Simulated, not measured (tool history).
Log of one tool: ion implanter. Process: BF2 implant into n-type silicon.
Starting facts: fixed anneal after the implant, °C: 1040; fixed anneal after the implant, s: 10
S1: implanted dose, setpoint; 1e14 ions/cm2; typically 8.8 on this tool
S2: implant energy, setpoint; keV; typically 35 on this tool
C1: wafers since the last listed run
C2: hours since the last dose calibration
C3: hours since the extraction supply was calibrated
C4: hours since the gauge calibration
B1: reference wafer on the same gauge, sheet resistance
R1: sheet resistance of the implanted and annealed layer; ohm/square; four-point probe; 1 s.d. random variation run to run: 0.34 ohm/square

Run 1, hour 0: usual settings but S1 10.58 1e14 ions/cm2; C1 0; C2 0.5; C3 1303.5; C4 1561.5; B1 166.13. Result: R1 152.26 ohm/square.
Run 2, hour 60.9: usual settings but S1 8 1e14 ions/cm2; C1 1048; C2 61.4; C3 1364.4; C4 1622.4; B1 165.98. Result: R1 182.41 ohm/square.
Run 3, hour 99.4: usual settings; C1 662; C2 99.9; C3 1402.9; C4 1660.9; B1 166.02. Result: R1 170.29 ohm/square.
Run 4, hour 206.6: usual settings; C1 1846; C2 207.1; C3 1510.1; C4 1768.1; B1 166.09. Result: R1 169.51 ohm/square.
Run 5, hour 265.4: usual settings; C1 1012; C2 265.9; C3 1568.9; C4 1826.9; B1 166.07. Result: R1 169.54 ohm/square.
Run 6, hour 305.6: usual settings; C1 692; C2 306.1; C3 1609.1; C4 1867.1; B1 166.02. Result: R1 169.5 ohm/square.
Run 7, hour 368.4: usual settings; C1 1081; C2 368.9; C3 1671.9; C4 1929.9; B1 166.05. Result: R1 169.18 ohm/square.
Run 8, hour 459.5: usual settings; C1 1568; C2 460; C3 1763; C4 2021; B1 166.22. Result: R1 168.84 ohm/square.
Run 9, hour 563.5: usual settings; C1 1790; C2 564; C3 1867; C4 2125; B1 166.03. Result: R1 168.08 ohm/square.
Run 10, hour 604.1: usual settings; C1 699; C2 604.6; C3 1907.6; C4 2165.6; B1 166.07. Result: R1 168.18 ohm/square.
Run 11, hour 644: usual settings; C1 687; C2 644.5; C3 1947.5; C4 2205.5; B1 166.01. Result: R1 167.99 ohm/square.
Run 12, hour 693.8: usual settings; C1 857; C2 694.3; C3 1997.3; C4 2255.3; B1 166.04. Result: R1 167.94 ohm/square.
Run 13, hour 739.1: usual settings; C1 780; C2 739.6; C3 2042.6; C4 2300.6; B1 166.21. Result: R1 167.42 ohm/square.
At hour 848.9: Faraday cup replaced and dose calibrated.
Run 14, hour 1058.5: usual settings; C1 5362; C2 209.6; C3 2362; C4 2620; B1 165.98. Result: R1 170.34 ohm/square.
Run 15, hour 1148.5: usual settings but S2 39.5 keV; C1 1549; C2 299.6; C3 2452; C4 2710; B1 166.03. Result: R1 164.96 ohm/square.
Run 16, hour 1215.3: usual settings but S2 39.5 keV; C1 1150; C2 366.4; C3 2518.8; C4 2776.8; B1 165.98. Result: R1 164.55 ohm/square.
Run 17, hour 1309.1: usual settings; C1 1615; C2 460.2; C3 2612.6; C4 2870.6; B1 165.93. Result: R1 168.39 ohm/square.
Run 18, hour 1412: usual settings; C1 1771; C2 563.1; C3 2715.5; C4 2973.5; B1 166. Result: R1 168.92 ohm/square.
Run 19, hour 1454.6: usual settings but S1 9.68 1e14 ions/cm2, S2 31 keV; C1 733; C2 605.7; C3 2758.1; C4 3016.1; B1 165.9. Result: R1 165.28 ohm/square.
Run 20, hour 1560.6: usual settings; C1 1825; C2 711.7; C3 2864.1; C4 3122.1; B1 165.94. Result: R1 168.25 ohm/square.
At hour 1617.9: Faraday cup replaced and dose calibrated.
Run 21, hour 1621.1: usual settings but S1 11.07 1e14 ions/cm2, S2 26.5 keV; C1 904; C2 3.2; C3 2924.6; C4 3182.6; B1 165.99. Result: R1 164.76 ohm/square.
At hour 1629.4: extraction supply calibrated.
Run 22, hour 1672.9: usual settings but S1 10.43 1e14 ions/cm2, S2 24 keV; C1 754; C2 55; C3 43.5; C4 3234.4; B1 166.11. Result: R1 172.62 ohm/square.
Run 23, hour 1772.7: usual settings but S1 10.1 1e14 ions/cm2, S2 25 keV; C1 1718; C2 154.8; C3 143.3; C4 3334.2; B1 165.97. Result: R1 172.82 ohm/square.

The next listed run, before its measurement:
Run 24, hour 1823.4: usual settings but S1 7.41 1e14 ions/cm2, S2 29.5 keV; C1 873; C2 205.5; C3 194; C4 3384.9; B1 ?. Result: R1 ?.

B1: 166.16
R1: 198.45 ohm/square
Without the tool's hidden state the same run would have given R1 199.96 ohm/square.
